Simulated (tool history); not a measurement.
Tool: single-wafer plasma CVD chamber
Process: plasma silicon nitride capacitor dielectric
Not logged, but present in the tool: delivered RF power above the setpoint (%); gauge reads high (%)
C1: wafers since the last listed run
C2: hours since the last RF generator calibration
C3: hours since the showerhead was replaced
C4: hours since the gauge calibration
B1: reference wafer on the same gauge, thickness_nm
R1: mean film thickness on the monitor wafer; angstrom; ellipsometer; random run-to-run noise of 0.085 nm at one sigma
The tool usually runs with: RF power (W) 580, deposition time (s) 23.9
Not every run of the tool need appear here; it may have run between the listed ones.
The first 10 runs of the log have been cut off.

{"run": 11, "hour": 758.8, "RF power (W)": 580, "deposition time (s)": 23.9, "C1": 1768, "C2": 599.7, "C3": 6618.2, "C4": 2392, "B1": 45.338, "R1": 407.01}
{"run": 12, "hour": 818.0, "RF power (W)": 580, "deposition time (s)": 23.9, "C1": 2316, "C2": 658.9, "C3": 6677.4, "C4": 2451.2, "B1": 45.35, "R1": 408.42}
{"run": 13, "hour": 900.9, "RF power (W)": 580, "deposition time (s)": 23.9, "C1": 3244, "C2": 741.8, "C3": 6760.3, "C4": 2534.1, "B1": 45.338, "R1": 408.32}
{"run": 14, "hour": 940.7, "RF power (W)": 580, "deposition time (s)": 23.9, "C1": 1557, "C2": 781.6, "C3": 6800.1, "C4": 2573.9, "B1": 45.362, "R1": 409.15}
{"run": 15, "hour": 994.4, "RF power (W)": 580, "deposition time (s)": 23.9, "C1": 2101, "C2": 835.3, "C3": 6853.8, "C4": 2627.6, "B1": 45.404, "R1": 408.22}
{"run": 16, "hour": 1060.4, "RF power (W)": 580, "deposition time (s)": 23.9, "C1": 2582, "C2": 901.3, "C3": 6919.8, "C4": 2693.6, "B1": 45.409, "R1": 407.35}
{"run": 17, "hour": 1354.0, "RF power (W)": 580, "deposition time (s)": 26.2, "C1": 11489, "C2": 1194.9, "C3": 7213.4, "C4": 2987.2, "B1": 45.452, "R1": 447.72}
{"run": 18, "hour": 1422.1, "RF power (W)": 580, "deposition time (s)": 23.9, "C1": 2665, "C2": 1263, "C3": 7281.5, "C4": 3055.3, "B1": 45.441, "R1": 409.45}
{"run": 19, "hour": 1479.2, "RF power (W)": 580, "deposition time (s)": 27.7, "C1": 2234, "C2": 1320.1, "C3": 7338.6, "C4": 3112.4, "B1": 45.459, "R1": 472.89}
{"run": 20, "hour": 1563.5, "RF power (W)": 510, "deposition time (s)": 28.4, "C1": 3299, "C2": 1404.4, "C3": 7422.9, "C4": 3196.7, "B1": 45.441, "R1": 476.05}
{"run": 21, "hour": 1629.3, "RF power (W)": 615, "deposition time (s)": 28.3, "C1": 2575, "C2": 1470.2, "C3": 7488.7, "C4": 3262.5, "B1": 45.489, "R1": 488.5}
{"run": 22, "hour": 1675.3, "RF power (W)": 685, "deposition time (s)": 22.4, "C1": 1800, "C2": 1516.2, "C3": 7534.7, "C4": 3308.5, "B1": 45.472, "R1": 393.16}
{"run": 23, "hour": 1712.6, "RF power (W)": 640, "deposition time (s)": 26.4, "C1": 1459, "C2": 1553.5, "C3": 7572, "C4": 3345.8, "B1": 45.471, "R1": 459.69}
{"hour": 1727.9, "done": "showerhead replaced"}
{"hour": 1729.7, "done": "gauge calibrated"}
{"hour": 1814.1, "done": "RF generator calibrated"}
{"run": 24, "hour": 1814.6, "RF power (W)": 545, "deposition time (s)": 22.6, "C1": 3365, "C2": 0.5, "C3": 86.7, "C4": 84.9, "B1": 45.044, "R1": 379.17}
{"run": 25, "hour": 1919.7, "RF power (W)": 580, "deposition time (s)": 23.9, "C1": 4113, "C2": 105.6, "C3": 191.8, "C4": 190, "B1": 45.078, "R1": 404.91}
{"run": 26, "hour": 1986.8, "RF power (W)": 480, "deposition time (s)": 19.4, "C1": 2625, "C2": 172.7, "C3": 258.9, "C4": 257.1, "B1": 45.073, "R1": 319.67}
{"run": 27, "hour": 2048.3, "RF power (W)": 485, "deposition time (s)": 23.9, "C1": 2406, "C2": 234.2, "C3": 320.4, "C4": 318.6, "B1": 45.035, "R1": 393.91}
{"run": 28, "hour": 2126.0, "RF power (W)": 580, "deposition time (s)": 27.5, "C1": 3040, "C2": 311.9, "C3": 398.1, "C4": 396.3, "B1": 45.119, "R1": 467.55}
{"run": 29, "hour": 2175.9, "RF power (W)": 645, "deposition time (s)": 23.9, "C1": 1952, "C2": 361.8, "C3": 448, "C4": 446.2, "B1": 45.092, "R1": 412.78}
{"run": 30, "hour": 2487.1, "RF power (W)": 490, "deposition time (s)": 19.9, "C1": 12178, "C2": 673, "C3": 759.2, "C4": 757.4, "B1": 45.124, "R1": 329.99}
{"run": 31, "hour": 2534.7, "RF power (W)": 635, "deposition time (s)": 27.1, "C1": 1862, "C2": 720.6, "C3": 806.8, "C4": 805, "B1": 45.144, "R1": 468.33}

What if the next run were any one of these 3? Each begins from the tool's condition after run 31:
{"run": "A", "hour": 2535.1, "RF power (W)": 685, "deposition time (s)": 23.9, "C1": 15, "C2": 721, "C3": 807.2, "C4": 805.4, "B1": "?", "R1": "?"}
{"run": "B", "hour": 2535.1, "RF power (W)": 680, "deposition time (s)": 20, "C1": 15, "C2": 721, "C3": 807.2, "C4": 805.4, "B1": "?", "R1": "?"}
{"run": "C", "hour": 2535.1, "RF power (W)": 530, "deposition time (s)": 26.7, "C1": 15, "C2": 721, "C3": 807.2, "C4": 805.4, "B1": "?", "R1": "?"}

run=A B1=45.122 R1=418.26
run=B B1=45.122 R1=349.57
run=C B1=45.122 R1=448.16
Without the tool's unlogged condition, the same runs would have read:
run=A R1=416.97
run=B R1=348.49
run=C R1=446.78
